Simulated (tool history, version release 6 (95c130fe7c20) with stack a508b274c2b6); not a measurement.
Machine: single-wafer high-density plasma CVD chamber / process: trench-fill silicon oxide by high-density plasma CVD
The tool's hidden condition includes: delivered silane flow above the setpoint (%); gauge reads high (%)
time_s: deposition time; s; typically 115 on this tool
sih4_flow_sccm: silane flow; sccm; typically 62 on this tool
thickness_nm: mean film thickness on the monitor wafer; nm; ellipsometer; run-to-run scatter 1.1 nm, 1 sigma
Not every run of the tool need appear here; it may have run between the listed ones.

run	hour	time_s	sih4_flow_sccm	wafers since the last listed run	hours since the silane flow controller was replaced	hours since the gauge calibration	read-back reference wafer on the same gauge, thickness_nm	thickness_nm
1	0.0	110	62	0	3555.5	24.4	708.808	680.241
2	17.7	107	62	231	3573.2	42.1	709.761	660.900
3	32.7	107	62	196	3588.2	57.1	710.173	663.004
4	67.9	107	62	460	3623.4	92.3	710.943	663.476
5	91.0	101	62	302	3646.5	115.4	711.365	627.808
6	126.4	101	62	463	3681.9	150.8	712.525	626.824
7	153.5	115	62	354	3709.0	177.9	713.442	713.474
# hour 178.9: gauge calibrated
8	183.6	97	72	393	3739.1	4.7	705.964	656.950
# hour 233.4: silane flow controller replaced
9	233.9	115	62	553	0.5	55.0	707.625	712.083
10	256.6	101	62	296	23.2	77.7	708.406	622.031
11	291.3	134	62	453	57.9	112.4	709.698	829.045
12	303.9	115	73	164	70.5	125.0	709.620	788.126
13	335.5	136	58	413	102.1	156.6	710.455	807.334
14	355.3	94	62	259	121.9	176.4	710.890	583.292

4 options for the next run, each taken on its own from the tool as it stands now. Forecast them:
A	355.7	115	74	5	122.3	176.8	?	?
B	355.7	104	54	5	122.3	176.8	?	?
C	355.7	128	55	5	122.3	176.8	?	?
D	355.7	129	62	5	122.3	176.8	?	?

run	read-back reference wafer on the same gauge, thickness_nm	thickness_nm
A	711.485	797.688
B	711.485	593.544
C	711.485	738.384
D	711.485	799.653
The same runs, with their run-to-run variation unchanged, on a tool lacking any hidden condition would have given:
run	thickness_nm
A	794.140
B	590.904
C	735.099
D	796.096

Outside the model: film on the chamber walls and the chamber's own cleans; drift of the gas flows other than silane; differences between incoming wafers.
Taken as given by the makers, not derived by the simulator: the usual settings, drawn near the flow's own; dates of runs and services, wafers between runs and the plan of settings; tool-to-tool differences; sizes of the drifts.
